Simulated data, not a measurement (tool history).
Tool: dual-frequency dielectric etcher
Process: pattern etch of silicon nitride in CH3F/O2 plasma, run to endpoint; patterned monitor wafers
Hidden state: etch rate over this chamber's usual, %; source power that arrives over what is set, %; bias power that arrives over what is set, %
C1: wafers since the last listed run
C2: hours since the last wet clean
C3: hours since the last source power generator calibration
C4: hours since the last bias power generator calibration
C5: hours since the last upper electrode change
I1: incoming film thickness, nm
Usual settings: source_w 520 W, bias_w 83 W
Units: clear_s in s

Run 1, hour 0: usual settings; C1 0; C2 155.8; C3 3847.1; C4 2933.9; C5 3029.3; I1 93.1. Result: clear_s 97 s.
Run 2, hour 18.8: usual settings; C1 87; C2 174.6; C3 3865.9; C4 2952.7; C5 3048.1; I1 93. Result: clear_s 98.3 s.
Run 3, hour 32.8: usual settings; C1 64; C2 188.6; C3 3879.9; C4 2966.7; C5 3062.1; I1 93.4. Result: clear_s 97.8 s.
Run 4, hour 47.6: usual settings but source_w 420 W, bias_w 69 W; C1 68; C2 203.4; C3 3894.7; C4 2981.5; C5 3076.9; I1 92.2. Result: clear_s 113.9 s.
Run 5, hour 65.5: usual settings but source_w 420 W, bias_w 69 W; C1 82; C2 221.3; C3 3912.6; C4 2999.4; C5 3094.8; I1 93. Result: clear_s 115.6 s.
Run 6, hour 87.6: usual settings but source_w 560 W; C1 102; C2 243.4; C3 3934.7; C4 3021.5; C5 3116.9; I1 93.3. Result: clear_s 95.3 s.
Run 7, hour 106.1: usual settings; C1 85; C2 261.9; C3 3953.2; C4 3040; C5 3135.4; I1 92.8. Result: clear_s 98.1 s.
Run 8, hour 129.7: usual settings; C1 109; C2 285.5; C3 3976.8; C4 3063.6; C5 3159; I1 93.4. Result: clear_s 98.2 s.
Run 9, hour 153.7: usual settings but source_w 420 W, bias_w 67 W; C1 111; C2 309.5; C3 4000.8; C4 3087.6; C5 3183; I1 92.7. Result: clear_s 117.6 s.
Run 10, hour 172.1: usual settings; C1 85; C2 327.9; C3 4019.2; C4 3106; C5 3201.4; I1 93.6. Result: clear_s 97.4 s.
At hour 213.4: wet clean of the chamber.
Run 11, hour 213.9: usual settings but source_w 590 W; C1 82; C2 0.5; C3 4061; C4 3147.8; C5 3243.2; I1 92.9. Result: clear_s 93.6 s.
Run 12, hour 229.9: usual settings; C1 74; C2 16.5; C3 4077; C4 3163.8; C5 3259.2; I1 93.3. Result: clear_s 98.3 s.
At hour 254.2: source power generator calibrated.
At hour 265.3: upper electrode replaced.
Run 13, hour 265.8: usual settings but source_w 400 W; C1 96; C2 52.4; C3 11.6; C4 3199.7; C5 0.5; I1 92.6. Result: clear_s 103.8 s.
At hour 347.5: bias power generator calibrated.
Run 14, hour 366.4: usual settings but source_w 390 W, bias_w 77 W; C1 447; C2 153; C3 112.2; C4 18.9; C5 101.1; I1 92.7. Result: clear_s 109.4 s.
Run 15, hour 389.2: usual settings; C1 105; C2 175.8; C3 135; C4 41.7; C5 123.9; I1 92.5. Result: clear_s 98.4 s.
Run 16, hour 418.5: usual settings; C1 135; C2 205.1; C3 164.3; C4 71; C5 153.2; I1 93.2. Result: clear_s 97.2 s.
Run 17, hour 434.3: usual settings but source_w 420 W, bias_w 67 W; C1 73; C2 220.9; C3 180.1; C4 86.8; C5 169; I1 92.9. Result: clear_s 115.8 s.
Run 18, hour 456.4: usual settings but source_w 630 W, bias_w 65 W; C1 102; C2 243; C3 202.2; C4 108.9; C5 191.1; I1 94.2. Result: clear_s 107.4 s.
Run 19, hour 471.8: usual settings but source_w 590 W, bias_w 100 W; C1 71; C2 258.4; C3 217.6; C4 124.3; C5 206.5; I1 92.2. Result: clear_s 84.1 s.
Run 20, hour 495.5: usual settings but source_w 450 W, bias_w 73 W; C1 109; C2 282.1; C3 241.3; C4 148; C5 230.2; I1 93.6. Result: clear_s 111.2 s.
Run 21, hour 510.2: usual settings but source_w 390 W, bias_w 64 W; C1 68; C2 296.8; C3 256; C4 162.7; C5 244.9; I1 93. Result: clear_s 123.1 s.

Hidden state at the last listed run before each entry between runs and at the first one after, where it differs:
Between runs 10 and 11: wet clean of the chamber (hour 213.4)
  no hidden state differs between the two runs
Between runs 12 and 13: source power generator calibrated (hour 254.2); upper electrode replaced (hour 265.3)
  no hidden state differs between the two runs
Between runs 13 and 14: bias power generator calibrated (hour 347.5)
  no hidden state differs between the two runs

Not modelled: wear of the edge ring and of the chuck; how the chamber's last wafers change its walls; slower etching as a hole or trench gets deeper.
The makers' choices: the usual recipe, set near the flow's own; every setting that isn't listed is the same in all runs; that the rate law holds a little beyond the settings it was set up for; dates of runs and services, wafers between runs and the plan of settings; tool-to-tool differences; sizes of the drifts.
